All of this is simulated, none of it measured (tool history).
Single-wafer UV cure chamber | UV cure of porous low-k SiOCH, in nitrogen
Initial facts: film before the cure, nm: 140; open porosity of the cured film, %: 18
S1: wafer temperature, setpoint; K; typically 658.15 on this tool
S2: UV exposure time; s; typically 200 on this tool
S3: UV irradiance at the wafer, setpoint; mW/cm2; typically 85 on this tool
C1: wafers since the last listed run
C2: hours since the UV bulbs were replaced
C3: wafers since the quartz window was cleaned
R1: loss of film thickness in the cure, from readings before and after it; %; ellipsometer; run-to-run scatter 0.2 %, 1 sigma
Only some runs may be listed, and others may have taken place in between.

run 1 hour=0 | S1=658.15 S2=280 S3=85 | C1=0 C2=1575.4 C3=756 | R1=12.028
run 2 hour=96.1 | S1=658.15 S2=200 S3=85 | C1=803 C2=1671.5 C3=1560 | R1=9.994
run 3 hour=180.1 | S1=658.15 S2=200 S3=85 | C1=702 C2=1755.5 C3=2262 | R1=10.267
-- hour=257.7 quartz window cleaned
run 4 hour=258.2 | S1=658.15 S2=200 S3=85 | C1=585 C2=1833.6 C3=4 | R1=9.945
run 5 hour=307.3 | S1=670.15 S2=200 S3=85 | C1=410 C2=1882.7 C3=414 | R1=10.29
run 6 hour=348 | S1=670.15 S2=200 S3=85 | C1=340 C2=1923.4 C3=754 | R1=9.937
run 7 hour=436.1 | S1=670.15 S2=200 S3=85 | C1=736 C2=2011.5 C3=1491 | R1=10.138
run 8 hour=475.4 | S1=658.15 S2=290 S3=85 | C1=328 C2=2050.8 C3=1819 | R1=11.944
run 9 hour=546.9 | S1=658.15 S2=290 S3=85 | C1=597 C2=2122.3 C3=2417 | R1=11.727
-- hour=638.3 quartz window cleaned
run 10 hour=638.8 | S1=658.15 S2=200 S3=85 | C1=701 C2=2214.2 C3=4 | R1=9.831
run 11 hour=707.2 | S1=658.15 S2=200 S3=85 | C1=571 C2=2282.6 C3=576 | R1=10.344
run 12 hour=773.7 | S1=658.15 S2=200 S3=85 | C1=555 C2=2349.1 C3=1132 | R1=9.816
-- hour=843.7 UV bulbs replaced
run 13 hour=863 | S1=658.15 S2=200 S3=85 | C1=679 C2=19.3 C3=1811 | R1=9.491
run 14 hour=950.6 | S1=644.15 S2=290 S3=85 | C1=732 C2=106.9 C3=2543 | R1=10.531
run 15 hour=989.2 | S1=658.15 S2=200 S3=85 | C1=322 C2=145.5 C3=2866 | R1=8.885
run 16 hour=1028 | S1=658.15 S2=200 S3=85 | C1=324 C2=184.3 C3=3190 | R1=9.021
-- hour=1043.5 quartz window cleaned
run 17 hour=1122.9 | S1=658.15 S2=200 S3=97 | C1=726 C2=279.2 C3=663 | R1=9.501
run 18 hour=1186.6 | S1=658.15 S2=200 S3=85 | C1=532 C2=342.9 C3=1196 | R1=8.525
run 19 hour=1281 | S1=658.15 S2=200 S3=85 | C1=789 C2=437.3 C3=1985 | R1=8.952
-- hour=1319.3 UV bulbs replaced, repeated, since the last time left the tool worse
run 20 hour=1319.8 | S1=676.15 S2=90 S3=95 | C1=257 C2=0.5 C3=2242 | R1=8.357
run 21 hour=1407.1 | S1=658.15 S2=90 S3=122 | C1=729 C2=87.8 C3=2972 | R1=9.209
run 22 hour=1458.7 | S1=651.15 S2=300 S3=67 | C1=431 C2=139.4 C3=3403 | R1=11.98
-- hour=1486.5 quartz window cleaned
run 23 hour=1555.7 | S1=658.15 S2=200 S3=52 | C1=743 C2=236.4 C3=578 | R1=8.676
run 24 hour=1655.8 | S1=658.15 S2=240 S3=85 | C1=836 C2=336.5 C3=1415 | R1=11.715
run 25 hour=1834.9 | S1=646.15 S2=260 S3=51 | C1=1497 C2=515.6 C3=2912 | R1=9.7
-- hour=1845.5 quartz window cleaned
run 26 hour=1895.5 | S1=658.15 S2=200 S3=85 | C1=439 C2=576.2 C3=417 | R1=10.367
run 27 hour=1945.2 | S1=653.15 S2=200 S3=85 | C1=415 C2=625.9 C3=833 | R1=10.463

What would each run have given without the hidden state, its run-to-run variation left as it was?
The tool's hidden condition here consists of: lamp output below its setpoint, %; transmission lost against a clean window, %.
run=1 R1=13.193
run=2 R1=11.091
run=3 R1=11.416
run=4 R1=11.076
run=5 R1=11.453
run=6 R1=11.069
run=7 R1=11.31
run=8 R1=13.205
run=9 R1=12.978
run=10 R1=11.017
run=11 R1=11.602
run=12 R1=11.019
run=13 R1=11.568
run=14 R1=12.81
run=15 R1=11.102
run=16 R1=11.354
run=17 R1=12.041
run=18 R1=11.034
run=19 R1=11.765
run=20 R1=8.413
run=21 R1=9.374
run=22 R1=12.224
run=23 R1=8.996
run=24 R1=12.171
run=25 R1=10.304
run=26 R1=11.003
run=27 R1=11.148

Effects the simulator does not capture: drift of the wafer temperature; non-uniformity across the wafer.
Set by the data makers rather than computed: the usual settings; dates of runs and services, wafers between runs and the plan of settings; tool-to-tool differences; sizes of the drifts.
